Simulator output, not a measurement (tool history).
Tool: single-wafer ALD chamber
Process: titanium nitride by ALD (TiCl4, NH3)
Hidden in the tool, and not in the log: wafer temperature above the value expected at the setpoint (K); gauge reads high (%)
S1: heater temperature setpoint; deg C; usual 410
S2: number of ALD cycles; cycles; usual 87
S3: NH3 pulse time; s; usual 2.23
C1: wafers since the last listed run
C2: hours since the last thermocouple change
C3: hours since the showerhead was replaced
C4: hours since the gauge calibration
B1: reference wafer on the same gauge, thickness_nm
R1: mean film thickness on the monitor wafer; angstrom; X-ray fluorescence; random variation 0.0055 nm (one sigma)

run   hour   S1   S2    S3   C1      C2      C3     C4     B1     R1
  1      0  410   87  2.23    0  1009.4  4577.1  275.6  2.469  21.88
  2   17.9  410   87  2.23   51  1027.3    4595  293.5  2.469  21.89
  3   31.8  410   87  2.23   39  1041.2  4608.9  307.4   2.47  21.98
  4   63.3  410   87  2.23   89  1072.7  4640.4  338.9  2.465   21.9
  5  150.8  410   87  2.23  249  1160.2  4727.9  426.4  2.463  21.83
  6  175.1  410   87  2.23   69  1184.5  4752.2  450.7   2.46  21.84
  7  208.9  410   87  2.23   96  1218.3    4786  484.5   2.46  21.87
  8  257.7  410   87  1.62  139  1267.1  4834.8  533.3  2.458  21.48
  9    272  410   87  2.23   40  1281.4  4849.1  547.6  2.456  21.85
     291.4  -- showerhead replaced
       304  -- thermocouple changed; heater temperature recalibrated
 10  304.5  410   87  2.23   47     0.5    13.1  580.1  2.455  21.92
 11  325.7  410   87  2.23   60    21.7    34.3  601.3   2.45  21.82
     338.3  -- gauge calibrated
 12  357.6  398   79  2.23   90    53.6    66.2   19.3   2.48  19.94
 13  384.8  395   75  1.39   77    80.8    93.4   46.5  2.481  18.11
 14  410.9  410   96  2.23   74   106.9   119.5   72.6  2.479  24.28
 15    442  423   87  2.66   88     138   150.6  103.7  2.477  22.24
 16  460.3  398  101  2.99   52   156.3   168.9    122  2.475   25.8
 17  472.7  410   87  2.23   35   168.7   181.3  134.4  2.474  22.07
 18  485.4  410   96  2.23   36   181.4     194  147.1  2.473  24.37
 19  516.1  415   87   1.8   87   212.1   224.7  177.8  2.472  21.89
 20  535.7  400   87  1.99   55   231.7   244.3  197.4  2.471   21.8
 21  549.7  399  100  1.91   39   245.7   258.3  211.4   2.47     25
 22  569.7  410   87  2.51   57   265.7   278.3  231.4  2.468     22

Forecast each of these 3 alternatives for the next run:
  A  570.3  410  87  2.23   1  266.3  278.9  232   ?   ?
  B  570.3  410  94  2.64   1  266.3  278.9  232   ?   ?
  C  570.3  397  77  2.23   1  266.3  278.9  232   ?   ?

run     B1     R1
  A  2.469  21.95
  B  2.469  23.88
  C  2.469  19.29
Without the tool's hidden state the same runs would have given:
run     R1
  A  22.05
  B  23.98
  C  19.38

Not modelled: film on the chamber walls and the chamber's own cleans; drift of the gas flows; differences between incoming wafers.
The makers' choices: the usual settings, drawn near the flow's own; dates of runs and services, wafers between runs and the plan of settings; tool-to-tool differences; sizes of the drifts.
